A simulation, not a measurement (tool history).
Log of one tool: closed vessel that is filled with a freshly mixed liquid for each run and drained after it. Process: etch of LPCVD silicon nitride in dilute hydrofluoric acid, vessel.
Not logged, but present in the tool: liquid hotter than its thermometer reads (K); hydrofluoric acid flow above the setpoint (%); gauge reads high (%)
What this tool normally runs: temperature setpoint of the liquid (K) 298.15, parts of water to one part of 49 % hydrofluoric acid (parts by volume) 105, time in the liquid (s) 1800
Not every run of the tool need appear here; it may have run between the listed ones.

run,hour,temperature setpoint of the liquid (K),parts of water to one part of 49 % hydrofluoric acid (parts by volume),time in the liquid (s),wafers since the last listed run,hours since the thermometer was replaced,hours since the hydrofluoric acid flow meter was replaced,hours since the gauge calibration,"read-back film thickness of the LPCVD silicon nitride reference wafer, read on the same gauge (nm)",thickness taken off the LPCVD silicon nitride on a monitor wafer (nm)
1,0.0,298.15,105,1800,0,1402.1,685.8,36.6,110.00,11.05
2,67.9,298.15,105,1800,3515,1470.0,753.7,104.5,109.97,10.94
3,132.9,298.15,105,1800,3365,1535.0,818.7,169.5,110.01,11.19
4,221.6,298.15,105,1800,4592,1623.7,907.4,258.2,109.96,11.32
5,288.4,299.65,105,1800,3458,1690.5,974.2,325.0,109.99,12.47
6,360.7,299.65,105,1800,3743,1762.8,1046.5,397.3,110.01,12.62
7,412.1,298.15,120,2395,2661,1814.2,1097.9,448.7,110.00,13.14
8,468.4,298.15,120,2395,2915,1870.5,1154.2,505.0,110.02,13.26
9,760.6,298.15,105,1800,15129,2162.7,1446.4,797.2,110.00,11.75
# hour 761.0: gauge calibrated
# hour 792.1: hydrofluoric acid flow meter replaced
10,854.7,296.15,85,905,4820,2256.8,62.6,93.7,110.00,6.46
# hour 888.6: thermometer replaced
11,909.9,298.15,120,2395,2806,21.3,117.8,148.9,110.00,11.24
12,996.3,293.15,105,1800,4473,107.7,204.2,235.3,110.00,7.05
13,1043.9,298.15,105,1800,2464,155.3,251.8,282.9,110.00,9.93
14,1101.4,298.15,105,770,2977,212.8,309.3,340.4,109.99,4.31
15,1137.5,298.15,105,1800,1869,248.9,345.4,376.5,110.00,9.96
16,1187.0,298.15,105,1800,2563,298.4,394.9,426.0,110.02,9.93
17,1292.1,296.15,125,1145,5441,403.5,500.0,531.1,110.02,4.76
18,1361.9,302.65,65,1210,3614,473.3,569.8,600.9,109.98,14.61

Forecast each of these 5 alternatives for the next run:
A,1363.1,298.15,105,1800,62,474.5,571.0,602.1,?,?
B,1363.1,299.65,135,880,62,474.5,571.0,602.1,?,?
C,1363.1,298.15,130,1800,62,474.5,571.0,602.1,?,?
D,1363.1,298.15,105,2770,62,474.5,571.0,602.1,?,?
E,1363.1,298.15,90,1415,62,474.5,571.0,602.1,?,?

run,"read-back film thickness of the LPCVD silicon nitride reference wafer, read on the same gauge (nm)",thickness taken off the LPCVD silicon nitride on a monitor wafer (nm)
A,110.00,10.14
B,110.00,4.25
C,110.00,8.20
D,110.00,15.60
E,110.00,9.29
The same runs, with their run-to-run variation unchanged, on a tool lacking any hidden condition would have given:
run,thickness taken off the LPCVD silicon nitride on a monitor wafer (nm)
A,9.71
B,4.07
C,7.86
D,14.95
E,8.89

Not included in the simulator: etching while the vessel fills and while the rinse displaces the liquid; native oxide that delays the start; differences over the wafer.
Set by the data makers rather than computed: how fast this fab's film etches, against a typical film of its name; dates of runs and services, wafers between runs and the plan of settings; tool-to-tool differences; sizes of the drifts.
